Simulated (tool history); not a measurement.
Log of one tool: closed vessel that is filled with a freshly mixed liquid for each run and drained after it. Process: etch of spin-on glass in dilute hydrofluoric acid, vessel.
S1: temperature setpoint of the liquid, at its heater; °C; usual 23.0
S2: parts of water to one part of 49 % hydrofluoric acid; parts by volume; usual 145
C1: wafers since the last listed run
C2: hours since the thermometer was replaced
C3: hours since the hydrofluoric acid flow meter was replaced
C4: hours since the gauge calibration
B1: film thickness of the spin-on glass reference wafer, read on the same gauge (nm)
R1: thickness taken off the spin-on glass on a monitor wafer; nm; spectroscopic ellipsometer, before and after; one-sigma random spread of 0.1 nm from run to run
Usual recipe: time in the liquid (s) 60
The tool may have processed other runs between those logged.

{"run": 1, "hour": 0.0, "S1": 26.0, "S2": 145, "time in the liquid (s)": 60, "C1": 0, "C2": 2791.2, "C3": 437.8, "C4": 160.1, "B1": 109.97, "R1": 20.96}
{"run": 2, "hour": 16.0, "S1": 20.5, "S2": 110, "time in the liquid (s)": 60, "C1": 1597, "C2": 2807.2, "C3": 453.8, "C4": 176.1, "B1": 109.99, "R1": 23.03}
{"run": 3, "hour": 39.8, "S1": 20.5, "S2": 110, "time in the liquid (s)": 60, "C1": 2376, "C2": 2831.0, "C3": 477.6, "C4": 199.9, "B1": 110.01, "R1": 23.39}
{"run": 4, "hour": 58.7, "S1": 23.0, "S2": 145, "time in the liquid (s)": 60, "C1": 1887, "C2": 2849.9, "C3": 496.5, "C4": 218.8, "B1": 109.98, "R1": 18.88}
{"run": 5, "hour": 85.7, "S1": 23.0, "S2": 145, "time in the liquid (s)": 60, "C1": 2696, "C2": 2876.9, "C3": 523.5, "C4": 245.8, "B1": 109.99, "R1": 18.99}
{"run": 6, "hour": 104.2, "S1": 23.0, "S2": 145, "time in the liquid (s)": 60, "C1": 1847, "C2": 2895.4, "C3": 542.0, "C4": 264.3, "B1": 110.01, "R1": 19.07}
{"run": 7, "hour": 118.9, "S1": 23.0, "S2": 105, "time in the liquid (s)": 60, "C1": 1467, "C2": 2910.1, "C3": 556.7, "C4": 279.0, "B1": 110.0, "R1": 27.48}
{"run": 8, "hour": 154.6, "S1": 23.0, "S2": 105, "time in the liquid (s)": 60, "C1": 3564, "C2": 2945.8, "C3": 592.4, "C4": 314.7, "B1": 110.02, "R1": 27.45}
{"run": 9, "hour": 175.9, "S1": 23.0, "S2": 105, "time in the liquid (s)": 60, "C1": 2126, "C2": 2967.1, "C3": 613.7, "C4": 336.0, "B1": 110.01, "R1": 27.9}
{"run": 10, "hour": 199.2, "S1": 23.0, "S2": 145, "time in the liquid (s)": 60, "C1": 2326, "C2": 2990.4, "C3": 637.0, "C4": 359.3, "B1": 109.99, "R1": 19.12}
{"run": 11, "hour": 226.8, "S1": 23.0, "S2": 145, "time in the liquid (s)": 60, "C1": 2755, "C2": 3018.0, "C3": 664.6, "C4": 386.9, "B1": 110.0, "R1": 19.06}
{"hour": 239.3, "done": "hydrofluoric acid flow meter replaced"}
{"run": 12, "hour": 241.1, "S1": 23.0, "S2": 145, "time in the liquid (s)": 60, "C1": 1328, "C2": 3032.3, "C3": 1.8, "C4": 401.2, "B1": 109.99, "R1": 17.91}
{"run": 13, "hour": 261.3, "S1": 24.5, "S2": 200, "time in the liquid (s)": 40, "C1": 2017, "C2": 3052.5, "C3": 22.0, "C4": 421.4, "B1": 110.0, "R1": 8.68}
{"run": 14, "hour": 280.5, "S1": 19.5, "S2": 180, "time in the liquid (s)": 45, "C1": 1917, "C2": 3071.7, "C3": 41.2, "C4": 440.6, "B1": 110.0, "R1": 9.2}
{"run": 15, "hour": 312.0, "S1": 19.5, "S2": 145, "time in the liquid (s)": 50, "C1": 3145, "C2": 3103.2, "C3": 72.7, "C4": 472.1, "B1": 110.01, "R1": 13.08}
{"run": 16, "hour": 330.1, "S1": 23.0, "S2": 145, "time in the liquid (s)": 60, "C1": 1807, "C2": 3121.3, "C3": 90.8, "C4": 490.2, "B1": 110.04, "R1": 18.12}
{"hour": 337.6, "done": "gauge calibrated"}
{"hour": 355.9, "done": "thermometer replaced"}
{"run": 17, "hour": 357.6, "S1": 27.0, "S2": 145, "time in the liquid (s)": 85, "C1": 2646, "C2": 1.7, "C3": 118.3, "C4": 20.0, "B1": 109.98, "R1": 29.83}
{"run": 18, "hour": 387.5, "S1": 18.5, "S2": 205, "time in the liquid (s)": 90, "C1": 2985, "C2": 31.6, "C3": 148.2, "C4": 49.9, "B1": 109.99, "R1": 15.33}
{"run": 19, "hour": 415.9, "S1": 23.0, "S2": 145, "time in the liquid (s)": 60, "C1": 2835, "C2": 60.0, "C3": 176.6, "C4": 78.3, "B1": 109.98, "R1": 18.44}
{"run": 20, "hour": 446.8, "S1": 19.5, "S2": 165, "time in the liquid (s)": 30, "C1": 3085, "C2": 90.9, "C3": 207.5, "C4": 109.2, "B1": 110.0, "R1": 6.88}
{"run": 21, "hour": 465.3, "S1": 23.0, "S2": 145, "time in the liquid (s)": 75, "C1": 1847, "C2": 109.4, "C3": 226.0, "C4": 127.7, "B1": 110.03, "R1": 23.09}
{"run": 22, "hour": 488.6, "S1": 23.0, "S2": 190, "time in the liquid (s)": 30, "C1": 2326, "C2": 132.7, "C3": 249.3, "C4": 151.0, "B1": 109.97, "R1": 6.66}
{"run": 23, "hour": 518.1, "S1": 26.5, "S2": 145, "time in the liquid (s)": 60, "C1": 2945, "C2": 162.2, "C3": 278.8, "C4": 180.5, "B1": 110.0, "R1": 21.14}

Forecast each of these 4 alternatives for the next run:
{"run": "A", "hour": 518.8, "S1": 23.0, "S2": 195, "time in the liquid (s)": 60, "C1": 69, "C2": 162.9, "C3": 279.5, "C4": 181.2, "B1": "?", "R1": "?"}
{"run": "B", "hour": 518.8, "S1": 27.5, "S2": 120, "time in the liquid (s)": 35, "C1": 69, "C2": 162.9, "C3": 279.5, "C4": 181.2, "B1": "?", "R1": "?"}
{"run": "C", "hour": 518.8, "S1": 23.0, "S2": 165, "time in the liquid (s)": 40, "C1": 69, "C2": 162.9, "C3": 279.5, "C4": 181.2, "B1": "?", "R1": "?"}
{"run": "D", "hour": 518.8, "S1": 19.5, "S2": 145, "time in the liquid (s)": 60, "C1": 69, "C2": 162.9, "C3": 279.5, "C4": 181.2, "B1": "?", "R1": "?"}

run=A B1=110.00 R1=13.02
run=B B1=110.00 R1=15.94
run=C B1=110.00 R1=10.59
run=D B1=110.00 R1=16.09
With the hidden condition removed and each run's random variation left untouched, the same runs would have given:
run=A R1=12.67
run=B R1=15.52
run=C R1=10.31
run=D R1=15.67

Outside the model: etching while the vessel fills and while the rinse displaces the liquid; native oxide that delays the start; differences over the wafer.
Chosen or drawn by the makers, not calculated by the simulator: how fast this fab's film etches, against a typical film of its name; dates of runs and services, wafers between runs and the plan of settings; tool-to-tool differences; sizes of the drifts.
